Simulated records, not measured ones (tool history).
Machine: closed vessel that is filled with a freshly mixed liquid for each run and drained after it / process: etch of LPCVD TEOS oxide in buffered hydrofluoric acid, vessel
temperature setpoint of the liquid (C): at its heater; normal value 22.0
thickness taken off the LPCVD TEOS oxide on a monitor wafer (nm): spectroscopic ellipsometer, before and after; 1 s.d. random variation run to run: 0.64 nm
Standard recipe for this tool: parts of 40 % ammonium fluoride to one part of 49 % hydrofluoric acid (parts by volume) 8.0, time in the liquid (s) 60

run	day	temperature setpoint of the liquid (C)	parts of 40 % ammonium fluoride to one part of 49 % hydrofluoric acid (parts by volume)	time in the liquid (s)	wafers since the last listed run	hours since the thermometer was replaced	hours since the hydrofluoric acid flow meter was replaced	hours since the gauge calibration	read-back film thickness of the LPCVD TEOS oxide reference wafer, read on the same gauge (nm)	thickness taken off the LPCVD TEOS oxide on a monitor wafer (nm)
1	0.000	22.0	8.0	60	0	817.5	133.7	1433.6	99.95	201.21
2	1.412	22.0	8.0	60	4421	851.4	167.6	1467.5	99.99	202.04
3	3.742	22.0	8.0	60	7291	907.3	223.5	1523.4	99.98	201.47
4	6.371	22.0	8.0	60	8230	970.4	286.6	1586.5	100.00	201.53
5	8.338	22.0	8.0	60	6156	1017.6	333.8	1633.7	100.01	200.71
6	9.983	22.0	8.0	60	5152	1057.1	373.3	1673.2	100.00	201.44
7	12.696	22.0	8.0	60	8491	1122.2	438.4	1738.3	100.01	200.31
8	14.842	22.0	8.0	60	6717	1173.7	489.9	1789.8	99.98	200.49
9	16.954	22.0	8.0	60	6612	1224.4	540.6	1840.5	100.01	200.62
10	18.208	22.0	8.0	60	3925	1254.5	570.7	1870.6	99.99	200.23
11	20.338	22.0	10.0	45	6665	1305.6	621.8	1921.7	99.95	123.75
# day 22.333: hydrofluoric acid flow meter replaced
12	24.633	22.0	10.0	45	13317	1408.7	55.2	2024.8	99.97	123.92
13	26.225	22.0	10.0	45	4982	1446.9	93.4	2063.0	99.97	124.16
14	29.071	22.0	8.0	60	8908	1515.2	161.7	2131.3	99.99	199.57
15	30.958	26.5	5.5	95	5908	1560.5	207.0	2176.6	99.98	574.90
# day 32.675: thermometer replaced
16	32.696	22.0	5.5	75	5308	0.5	248.7	2218.3	100.05	361.39
# day 32.858: gauge calibrated
17	34.938	25.0	8.0	90	7017	54.3	302.5	49.9	100.02	358.84
18	37.817	18.0	11.0	90	9012	123.4	371.6	119.0	100.03	182.88
19	40.021	22.0	8.0	60	6899	176.3	424.5	171.9	100.05	202.35
20	41.912	22.0	8.0	60	5921	221.7	469.9	217.3	99.99	202.70
21	44.562	22.0	8.0	80	8295	285.3	533.5	280.9	100.00	269.38
22	47.292	23.5	7.0	60	8543	350.8	599.0	346.4	100.02	255.48
23	49.900	25.0	9.5	50	8165	413.4	661.6	409.0	100.02	168.75
24	52.054	18.5	7.0	60	6743	465.1	713.3	460.7	99.99	192.39
# day 53.612: hydrofluoric acid flow meter replaced
25	54.475	22.0	5.5	75	7447	523.2	20.7	518.8	100.02	360.97
26	57.392	22.0	9.5	60	9130	593.2	90.7	588.8	100.04	172.19
27	60.383	26.5	9.0	80	9364	665.0	162.5	660.6	100.04	301.32
28	61.788	23.5	8.0	60	4395	698.7	196.2	694.3	100.00	219.41
29	64.588	23.5	7.0	95	8764	765.9	263.4	761.5	100.02	399.80
30	67.142	22.0	8.0	60	7995	827.2	324.7	822.8	99.99	201.61
31	69.317	22.0	6.0	60	6808	879.4	376.9	875.0	100.00	264.75
32	70.504	22.0	8.0	60	3717	907.9	405.4	903.5	99.98	200.43
33	71.833	22.0	11.0	60	4160	939.8	437.3	935.4	100.01	151.49
34	73.750	22.0	7.0	60	5999	985.8	483.3	981.4	100.04	231.48

List, for all runs, the conditions of the tool that the log does not record:
hydrofluoric acid flow below the setpoint (%): 0 on each run
gauge reads high (%): 0 on each run
H1: liquid colder than its thermometer reads (K)
run	H1
1	0.159
2	0.166
3	0.176
4	0.188
5	0.197
6	0.204
7	0.217
8	0.226
9	0.236
10	0.242
11	0.251
12	0.271
13	0.278
14	0.291
15	0.3
16	0.0286
17	0.0388
18	0.0519
19	0.0619
20	0.0704
21	0.0825
22	0.0948
23	0.107
24	0.116
25	0.127
26	0.141
27	0.154
28	0.161
29	0.173
30	0.185
31	0.195
32	0.2
33	0.206
34	0.215
